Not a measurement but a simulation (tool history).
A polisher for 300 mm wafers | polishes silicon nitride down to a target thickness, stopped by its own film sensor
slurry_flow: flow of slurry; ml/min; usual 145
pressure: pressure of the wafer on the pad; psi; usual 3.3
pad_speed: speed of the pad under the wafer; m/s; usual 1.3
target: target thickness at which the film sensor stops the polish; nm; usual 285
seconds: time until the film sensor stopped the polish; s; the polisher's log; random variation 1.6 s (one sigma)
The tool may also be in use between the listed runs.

run	hour	slurry_flow	pressure	pad_speed	target	incoming thickness of the incoming film, nm	seconds
1	0	175	2.5	1.3	285	512.5	180.3
2	12.6	175	2.5	1.3	285	510.3	180
3	23.6	145	3.3	1.3	285	513.9	147.2
4	39.7	145	3.3	1.3	285	515.7	151
5	53.6	145	3.3	1.3	285	519.6	155
6	71.6	145	3.3	1.3	285	515.6	159.3
7	86.9	145	3.3	1.3	285	505.7	153.4
8	94.1	145	3.3	1.3	285	511.3	159.2
9	100.9	145	3.3	1.3	285	502.6	152.2
10	113.4	145	3.3	1.3	285	504	141.3
11	130.1	145	3.3	1.3	285	515.6	153
12	143.3	145	3.3	1.3	285	502.2	146.3
13	150.3	145	2.9	1.44	285	506.7	156.8
14	159	145	3.3	1.5	285	500.4	133.3
15	175	145	3.3	1.3	285	509.6	155.6
16	190.4	120	2.5	1.3	259	499.8	229.5
17	196.9	180	4	1.56	285	518.2	117.7
18	213.4	145	4	1	240	505.4	173.1
19	221.8	145	3.3	1.3	285	502.6	144.5
20	232.2	170	3.9	1.58	353	503.8	72.6
21	238.7	145	3.3	1.3	349	518.7	113.5
22	249.8	175	3.3	1.6	285	508.5	126.5
23	265	145	2.9	1.44	285	509.2	165.2
24	278.8	145	3.3	1.3	359	508.3	106.3

Not shown: 4 entries that the log had between the listed runs. Between which runs, and how does the tool's hidden state differ before and after?
Between runs 9 and 10: worn pad replaced by a new one (hour 105.2)
  removal rate lost through wear of the pad, %: 12.1 -> 2.68
  measured less the result without the state, seconds: +18.5 -> +3.8 s
Between runs 14 and 15: head pressure recalibrated (hour 168.7)
  removal rate lost through wear of the pad, %: 7.72 -> 9.49
  measured less the result without the state, seconds: +10.3 -> +14.7 s
Between runs 17 and 18: worn pad replaced by a new one (hour 203); slurry nozzle cleaned (hour 212.4)
  removal rate lost through wear of the pad, %: 11.9 -> 3.63
  measured less the result without the state, seconds: +14 -> +6.3 s
